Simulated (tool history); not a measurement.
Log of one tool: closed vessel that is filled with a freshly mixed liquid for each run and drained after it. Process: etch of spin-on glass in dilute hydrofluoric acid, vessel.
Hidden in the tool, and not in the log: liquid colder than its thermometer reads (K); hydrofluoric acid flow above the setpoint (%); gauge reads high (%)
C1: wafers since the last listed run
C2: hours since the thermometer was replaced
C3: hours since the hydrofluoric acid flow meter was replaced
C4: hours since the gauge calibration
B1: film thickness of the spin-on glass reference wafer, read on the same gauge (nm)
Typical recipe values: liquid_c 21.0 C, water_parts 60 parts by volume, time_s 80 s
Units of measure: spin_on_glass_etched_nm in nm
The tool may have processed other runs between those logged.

{"run": 1, "day": 0.0, "liquid_c": 21.0, "water_parts": 75, "time_s": 80, "C1": 0, "C2": 1595.6, "C3": 1473.7, "C4": 1179.3, "B1": 109.99, "spin_on_glass_etched_nm": 43.4}
{"run": 2, "day": 2.488, "liquid_c": 18.5, "water_parts": 60, "time_s": 80, "C1": 7116, "C2": 1655.3, "C3": 1533.4, "C4": 1239.0, "B1": 110.01, "spin_on_glass_etched_nm": 49.44}
{"day": 3.404, "done": "thermometer replaced"}
{"run": 3, "day": 4.583, "liquid_c": 18.5, "water_parts": 60, "time_s": 80, "C1": 5876, "C2": 28.3, "C3": 1583.7, "C4": 1289.3, "B1": 110.02, "spin_on_glass_etched_nm": 51.46}
{"run": 4, "day": 6.7, "liquid_c": 21.0, "water_parts": 60, "time_s": 80, "C1": 6055, "C2": 79.1, "C3": 1634.5, "C4": 1340.1, "B1": 110.03, "spin_on_glass_etched_nm": 57.43}
{"day": 7.508, "done": "hydrofluoric acid flow meter replaced"}
{"run": 5, "day": 8.662, "liquid_c": 21.0, "water_parts": 45, "time_s": 80, "C1": 5495, "C2": 126.2, "C3": 27.7, "C4": 1387.2, "B1": 109.99, "spin_on_glass_etched_nm": 74.45}
{"run": 6, "day": 10.992, "liquid_c": 21.0, "water_parts": 60, "time_s": 45, "C1": 6663, "C2": 182.1, "C3": 83.6, "C4": 1443.1, "B1": 110.0, "spin_on_glass_etched_nm": 30.98}
{"run": 7, "day": 12.529, "liquid_c": 21.0, "water_parts": 60, "time_s": 80, "C1": 4398, "C2": 219.0, "C3": 120.5, "C4": 1480.0, "B1": 110.0, "spin_on_glass_etched_nm": 55.84}
{"run": 8, "day": 15.362, "liquid_c": 21.0, "water_parts": 60, "time_s": 80, "C1": 8106, "C2": 287.0, "C3": 188.5, "C4": 1548.0, "B1": 109.99, "spin_on_glass_etched_nm": 55.11}
{"run": 9, "day": 17.892, "liquid_c": 21.0, "water_parts": 60, "time_s": 50, "C1": 7235, "C2": 347.7, "C3": 249.2, "C4": 1608.7, "B1": 109.99, "spin_on_glass_etched_nm": 34.39}
{"run": 10, "day": 19.8, "liquid_c": 21.0, "water_parts": 60, "time_s": 50, "C1": 5459, "C2": 393.5, "C3": 295.0, "C4": 1654.5, "B1": 110.01, "spin_on_glass_etched_nm": 34.9}
{"run": 11, "day": 21.367, "liquid_c": 21.0, "water_parts": 60, "time_s": 50, "C1": 4482, "C2": 431.1, "C3": 332.6, "C4": 1692.1, "B1": 110.02, "spin_on_glass_etched_nm": 34.43}
{"run": 12, "day": 24.925, "liquid_c": 21.0, "water_parts": 60, "time_s": 80, "C1": 10180, "C2": 516.5, "C3": 418.0, "C4": 1777.5, "B1": 109.99, "spin_on_glass_etched_nm": 55.48}
{"run": 13, "day": 28.017, "liquid_c": 21.0, "water_parts": 60, "time_s": 80, "C1": 8845, "C2": 590.7, "C3": 492.2, "C4": 1851.7, "B1": 109.98, "spin_on_glass_etched_nm": 55.43}
{"run": 14, "day": 32.488, "liquid_c": 21.0, "water_parts": 60, "time_s": 80, "C1": 12790, "C2": 698.0, "C3": 599.5, "C4": 1959.0, "B1": 109.99, "spin_on_glass_etched_nm": 55.32}
{"run": 15, "day": 34.292, "liquid_c": 22.5, "water_parts": 60, "time_s": 80, "C1": 5161, "C2": 741.3, "C3": 642.8, "C4": 2002.3, "B1": 109.99, "spin_on_glass_etched_nm": 58.98}
{"run": 16, "day": 37.55, "liquid_c": 21.0, "water_parts": 60, "time_s": 80, "C1": 9322, "C2": 819.5, "C3": 721.0, "C4": 2080.5, "B1": 109.99, "spin_on_glass_etched_nm": 55.81}
{"run": 17, "day": 40.292, "liquid_c": 21.0, "water_parts": 60, "time_s": 80, "C1": 7843, "C2": 885.3, "C3": 786.8, "C4": 2146.3, "B1": 110.02, "spin_on_glass_etched_nm": 54.76}
{"run": 18, "day": 42.896, "liquid_c": 24.0, "water_parts": 60, "time_s": 120, "C1": 7450, "C2": 947.8, "C3": 849.3, "C4": 2208.8, "B1": 109.99, "spin_on_glass_etched_nm": 94.04}
{"run": 19, "day": 45.183, "liquid_c": 17.0, "water_parts": 70, "time_s": 105, "C1": 6544, "C2": 1002.7, "C3": 904.2, "C4": 2263.7, "B1": 110.0, "spin_on_glass_etched_nm": 51.87}
{"run": 20, "day": 49.629, "liquid_c": 24.0, "water_parts": 70, "time_s": 80, "C1": 12719, "C2": 1109.4, "C3": 1010.9, "C4": 2370.4, "B1": 110.04, "spin_on_glass_etched_nm": 53.77}
{"run": 21, "day": 52.338, "liquid_c": 18.5, "water_parts": 60, "time_s": 80, "C1": 7748, "C2": 1174.4, "C3": 1075.9, "C4": 2435.4, "B1": 110.01, "spin_on_glass_etched_nm": 49.15}
{"run": 22, "day": 54.567, "liquid_c": 21.0, "water_parts": 60, "time_s": 80, "C1": 6377, "C2": 1227.9, "C3": 1129.4, "C4": 2488.9, "B1": 109.99, "spin_on_glass_etched_nm": 55.4}
{"day": 57.512, "done": "gauge calibrated"}
{"run": 23, "day": 58.462, "liquid_c": 21.0, "water_parts": 60, "time_s": 80, "C1": 11145, "C2": 1321.4, "C3": 1222.9, "C4": 22.8, "B1": 110.0, "spin_on_glass_etched_nm": 54.5}
{"run": 24, "day": 61.946, "liquid_c": 25.0, "water_parts": 45, "time_s": 125, "C1": 9965, "C2": 1405.0, "C3": 1306.5, "C4": 106.4, "B1": 110.0, "spin_on_glass_etched_nm": 139.23}
{"day": 65.525, "done": "hydrofluoric acid flow meter replaced"}
{"run": 25, "day": 65.546, "liquid_c": 17.0, "water_parts": 60, "time_s": 80, "C1": 10180, "C2": 1491.4, "C3": 0.5, "C4": 192.8, "B1": 109.99, "spin_on_glass_etched_nm": 43.77}
{"day": 65.65, "done": "thermometer replaced"}
{"run": 26, "day": 71.529, "liquid_c": 21.0, "water_parts": 60, "time_s": 80, "C1": 16998, "C2": 141.1, "C3": 144.1, "C4": 336.4, "B1": 109.98, "spin_on_glass_etched_nm": 55.74}
{"run": 27, "day": 74.133, "liquid_c": 23.0, "water_parts": 60, "time_s": 65, "C1": 7450, "C2": 203.6, "C3": 206.6, "C4": 398.9, "B1": 110.01, "spin_on_glass_etched_nm": 49.55}
{"run": 28, "day": 76.371, "liquid_c": 21.0, "water_parts": 70, "time_s": 80, "C1": 6401, "C2": 257.3, "C3": 260.3, "C4": 452.6, "B1": 110.01, "spin_on_glass_etched_nm": 47.84}
{"run": 29, "day": 80.8, "liquid_c": 23.0, "water_parts": 60, "time_s": 50, "C1": 12671, "C2": 363.6, "C3": 366.6, "C4": 558.9, "B1": 109.97, "spin_on_glass_etched_nm": 38.06}
{"run": 30, "day": 83.379, "liquid_c": 25.0, "water_parts": 60, "time_s": 80, "C1": 7378, "C2": 425.5, "C3": 428.5, "C4": 620.8, "B1": 110.02, "spin_on_glass_etched_nm": 65.86}
{"run": 31, "day": 87.621, "liquid_c": 21.0, "water_parts": 60, "time_s": 80, "C1": 12135, "C2": 527.3, "C3": 530.3, "C4": 722.6, "B1": 109.99, "spin_on_glass_etched_nm": 55.64}
{"run": 32, "day": 91.404, "liquid_c": 19.5, "water_parts": 60, "time_s": 80, "C1": 10824, "C2": 618.1, "C3": 621.1, "C4": 813.4, "B1": 109.96, "spin_on_glass_etched_nm": 51.9}

The same runs without the tool's hidden state, with the same run-to-run variation:
run=1 spin_on_glass_etched_nm=43.78
run=2 spin_on_glass_etched_nm=49.99
run=3 spin_on_glass_etched_nm=50.15
run=4 spin_on_glass_etched_nm=55.97
run=5 spin_on_glass_etched_nm=75.15
run=6 spin_on_glass_etched_nm=31.27
run=7 spin_on_glass_etched_nm=56.36
run=8 spin_on_glass_etched_nm=55.66
run=9 spin_on_glass_etched_nm=34.73
run=10 spin_on_glass_etched_nm=35.25
run=11 spin_on_glass_etched_nm=34.77
run=12 spin_on_glass_etched_nm=56.06
run=13 spin_on_glass_etched_nm=56.03
run=14 spin_on_glass_etched_nm=55.94
run=15 spin_on_glass_etched_nm=59.62
run=16 spin_on_glass_etched_nm=56.49
run=17 spin_on_glass_etched_nm=55.42
run=18 spin_on_glass_etched_nm=95.11
run=19 spin_on_glass_etched_nm=52.58
run=20 spin_on_glass_etched_nm=54.38
run=21 spin_on_glass_etched_nm=49.88
run=22 spin_on_glass_etched_nm=56.16
run=23 spin_on_glass_etched_nm=55.28
run=24 spin_on_glass_etched_nm=141.19
run=25 spin_on_glass_etched_nm=46.25
run=26 spin_on_glass_etched_nm=55.89
run=27 spin_on_glass_etched_nm=49.68
run=28 spin_on_glass_etched_nm=47.98
run=29 spin_on_glass_etched_nm=38.19
run=30 spin_on_glass_etched_nm=66.08
run=31 spin_on_glass_etched_nm=55.87
run=32 spin_on_glass_etched_nm=52.16
